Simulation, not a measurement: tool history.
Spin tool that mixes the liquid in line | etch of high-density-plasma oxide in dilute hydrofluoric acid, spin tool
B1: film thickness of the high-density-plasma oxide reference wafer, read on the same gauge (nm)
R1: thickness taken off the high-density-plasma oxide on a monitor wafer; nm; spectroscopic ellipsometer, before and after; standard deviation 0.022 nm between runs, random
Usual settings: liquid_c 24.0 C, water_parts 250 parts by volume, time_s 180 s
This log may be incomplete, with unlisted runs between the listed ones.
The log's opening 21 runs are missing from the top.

run 22 hour=1116.1 | liquid_c=24.0 water_parts=355 time_s=95 | B1=150.007 | R1=1.224
run 23 hour=1158.1 | liquid_c=24.0 water_parts=250 time_s=180 | B1=150.014 | R1=3.610
-- hour=1182.9 hydrofluoric acid flow meter replaced
run 24 hour=1214.9 | liquid_c=24.0 water_parts=250 time_s=180 | B1=150.017 | R1=3.635
run 25 hour=1245.6 | liquid_c=21.5 water_parts=250 time_s=245 | B1=150.035 | R1=4.528
run 26 hour=1271.0 | liquid_c=27.5 water_parts=195 time_s=105 | B1=150.032 | R1=3.301
run 27 hour=1326.4 | liquid_c=26.5 water_parts=175 time_s=215 | B1=150.023 | R1=7.458
run 28 hour=1382.9 | liquid_c=24.0 water_parts=335 time_s=215 | B1=150.019 | R1=2.971
run 29 hour=1427.5 | liquid_c=25.5 water_parts=250 time_s=180 | B1=149.969 | R1=3.837
run 30 hour=1452.7 | liquid_c=24.0 water_parts=250 time_s=265 | B1=149.990 | R1=5.389
run 31 hour=1518.5 | liquid_c=21.0 water_parts=325 time_s=240 | B1=149.988 | R1=3.136
run 32 hour=1550.4 | liquid_c=24.0 water_parts=250 time_s=180 | B1=149.986 | R1=3.716

What if the next run were any one of these 4? Each begins from the tool's condition after run 32:
run A hour=1550.9 | liquid_c=24.0 water_parts=250 time_s=180 | B1=? | R1=?
run B hour=1550.9 | liquid_c=19.0 water_parts=145 time_s=210 | B1=? | R1=?
run C hour=1550.9 | liquid_c=26.5 water_parts=250 time_s=180 | B1=? | R1=?
run D hour=1550.9 | liquid_c=24.0 water_parts=345 time_s=180 | B1=? | R1=?

run=A B1=149.970 R1=3.659
run=B B1=149.970 R1=6.790
run=C B1=149.970 R1=3.994
run=D B1=149.970 R1=2.414
Had the tool no hidden state, the same runs would have come out as:
run=A R1=3.584
run=B R1=6.634
run=C R1=3.914
run=D R1=2.367
